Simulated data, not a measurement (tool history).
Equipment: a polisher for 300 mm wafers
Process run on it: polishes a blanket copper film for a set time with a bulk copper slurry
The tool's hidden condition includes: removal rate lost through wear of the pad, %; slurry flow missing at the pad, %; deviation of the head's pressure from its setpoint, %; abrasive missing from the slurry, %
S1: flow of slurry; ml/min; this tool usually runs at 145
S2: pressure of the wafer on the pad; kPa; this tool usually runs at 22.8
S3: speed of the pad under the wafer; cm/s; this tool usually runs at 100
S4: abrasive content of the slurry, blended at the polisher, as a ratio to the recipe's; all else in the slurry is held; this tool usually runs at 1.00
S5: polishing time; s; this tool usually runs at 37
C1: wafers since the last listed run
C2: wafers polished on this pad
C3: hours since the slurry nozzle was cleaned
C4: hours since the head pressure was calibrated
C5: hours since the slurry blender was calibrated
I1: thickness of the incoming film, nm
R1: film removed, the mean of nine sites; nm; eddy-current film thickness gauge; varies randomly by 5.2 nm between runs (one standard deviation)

run    hour   S1    S2   S3    S4  S5    C1    C2     C3     C4     C5      I1     R1
  1     0.0  145  22.8  100  1.00  37     0   335  709.6  541.1  284.8  3997.4  366.3
        9.3  -- head pressure recalibrated
       51.1  -- slurry nozzle cleaned
       53.6  -- slurry blender recalibrated
  2   208.7  145  22.8  100  1.00  37  2110  2445  157.6  199.4  155.1  3963.3  390.4
  3   246.9  145  22.8  100  1.15  37   395  2841  195.8  237.6  193.3  3988.0  402.6
      298.9  -- worn pad replaced by a new one
  4   310.5  145  22.8  100  1.00  37   617   120  259.4  301.2  256.9  3944.8  382.6
  5   365.1  145  29.0  100  1.00  37   565   685  314.0  355.8  311.5  4008.7  483.3
      371.5  -- slurry blender recalibrated
  6   423.9  145  18.6  100  1.00  42   588  1274  372.8  414.6   52.4  4014.6  348.5
  7   462.2  145  18.6  100  1.00  42   396  1670  411.1  452.9   90.7  4014.7  349.3
  8   500.3  145  18.6  100  1.00  42   394  2065  449.2  491.0  128.8  4017.0  341.9
  9   559.9  145  22.8  100  1.00  37   617  2682  508.8  550.6  188.4  3967.5  370.3
      588.3  -- worn pad replaced by a new one
      596.3  -- head pressure recalibrated
 10   631.5  145  22.8  100  1.00  37   679   427  580.4   35.2  260.0  3965.7  366.7
 11   666.8  145  22.8  100  1.00  37   365   792  615.7   70.5  295.3  4065.5  374.4
 12   700.3  145  22.8  100  1.00  37   347  1139  649.2  104.0  328.8  3991.6  368.6
      705.1  -- slurry blender recalibrated
 13   728.2  145  22.8  100  1.00  37   268  1408  677.1  131.9   23.1  3973.8  361.5
      730.7  -- slurry nozzle cleaned
 14   777.3  145  22.8  132  1.25  37   498  1906   46.6  181.0   72.2  3934.3  508.3
 15   834.9  145  20.0  100  1.00  37   596  2502  104.2  238.6  129.8  4007.5  349.3
      862.6  -- worn pad replaced by a new one
 16   906.1  165  22.8  100  1.20  37   696   450  175.4  309.8  201.0  4038.5  410.9
 17   940.1  145  22.8  100  1.00  37   352   802  209.4  343.8  235.0  4025.3  385.3
 18   974.9  145  17.9  122  1.00  37   360  1163  244.2  378.6  269.8  3988.4  342.9
     1045.8  -- slurry blender recalibrated
 19  1046.3  145  22.8  110  1.10  37   718  1882  315.6  450.0    0.5  4029.1  416.6
 20  1105.0  110  22.8  100  1.00  30   608  2490  374.3  508.7   59.2  4031.3  284.6

For run 21, what comes out?
 21  1142.5  145  22.8  100  1.00  37  388  2878  411.8  546.2  96.7  3937.8   ?

{"run 21": {"R1": 379.5}}
With no hidden state in the tool, this same run would have given R1 418.4 nm.

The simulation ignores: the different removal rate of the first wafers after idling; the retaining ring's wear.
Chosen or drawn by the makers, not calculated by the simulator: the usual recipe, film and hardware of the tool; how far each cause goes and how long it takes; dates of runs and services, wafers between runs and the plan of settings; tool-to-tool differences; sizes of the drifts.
